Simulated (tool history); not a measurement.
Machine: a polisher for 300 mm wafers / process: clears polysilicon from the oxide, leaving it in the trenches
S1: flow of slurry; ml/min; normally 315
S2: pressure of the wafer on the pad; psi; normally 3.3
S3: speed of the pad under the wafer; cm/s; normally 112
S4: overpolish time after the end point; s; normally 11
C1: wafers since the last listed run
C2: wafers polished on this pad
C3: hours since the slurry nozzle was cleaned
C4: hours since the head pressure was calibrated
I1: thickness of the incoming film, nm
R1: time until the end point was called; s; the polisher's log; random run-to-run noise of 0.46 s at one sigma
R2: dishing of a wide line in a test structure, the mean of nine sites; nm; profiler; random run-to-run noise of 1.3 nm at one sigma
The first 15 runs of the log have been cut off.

run,hour,S1,S2,S3,S4,C1,C2,C3,C4,I1,R1,R2
# hour 1307.2: worn pad replaced by a new one
16,1320.1,315,3.3,112,11,516,124,59.3,830.7,518.6,32.1,77.9
17,1397.6,205,2.6,142,9,750,875,136.8,908.2,525.1,32.6,70.9
18,1452,365,3.3,112,11,526,1402,191.2,962.6,522.5,31.6,78
# hour 1483.6: head pressure recalibrated
19,1542.5,315,3.3,112,11,857,2259,281.7,58.9,526.4,31.6,79.3
20,1622.8,315,3.3,112,11,777,3036,362,139.2,519.1,31,81
21,1707.2,315,3.3,112,13,817,3854,446.4,223.6,519,31.9,80.9
22,1752.8,215,2.2,136,6,441,4295,492,269.2,520.7,37.3,53.7
# hour 1816.7: slurry nozzle cleaned
23,1842.3,315,3.3,112,11,857,5152,25.6,358.7,522.8,32.3,78.6
# hour 1862.9: worn pad replaced by a new one
24,1943.5,315,4.4,74,15,941,780,126.8,459.9,515.7,38,78.8
25,2034.3,270,2.1,136,11,879,1659,217.6,550.7,518.6,38,73.5
26,2134.3,390,3.6,112,6,968,2628,317.6,650.7,519.5,29.8,63.7
27,2182.6,395,2.5,112,11,467,3095,365.9,699,519.9,38.3,72.9
28,2327.5,315,3.3,148,11,1403,4499,510.8,843.9,518.9,24.4,82.9
# hour 2340.3: worn pad replaced by a new one
# hour 2395: slurry nozzle cleaned
# hour 2411.9: head pressure recalibrated
29,2434.2,370,2.1,146,11,965,880,39.2,22.3,525.7,35,75.1
30,2517.3,315,3.3,112,11,804,1685,122.3,105.4,515.5,30.8,78.4
31,2560.9,315,4.4,74,15,422,2107,165.9,149,529.8,39,82.3

3 options for the next run, each taken on its own from the tool as it stands now. Forecast them:
A,2561.3,285,3.3,112,11,3,2111,166.3,149.4,524.2,?,?
B,2561.3,315,4.1,86,11,3,2111,166.3,149.4,524.2,?,?
C,2561.3,315,3.3,90,11,3,2111,166.3,149.4,524.2,?,?

run,R1,R2
A,32.1,79
B,34.5,77.1
C,39.6,73.3
With the hidden condition removed and each run's random variation left untouched, the same runs would have given:
run,R1,R2
A,32.1,79
B,34.5,77.1
C,39.6,73.3
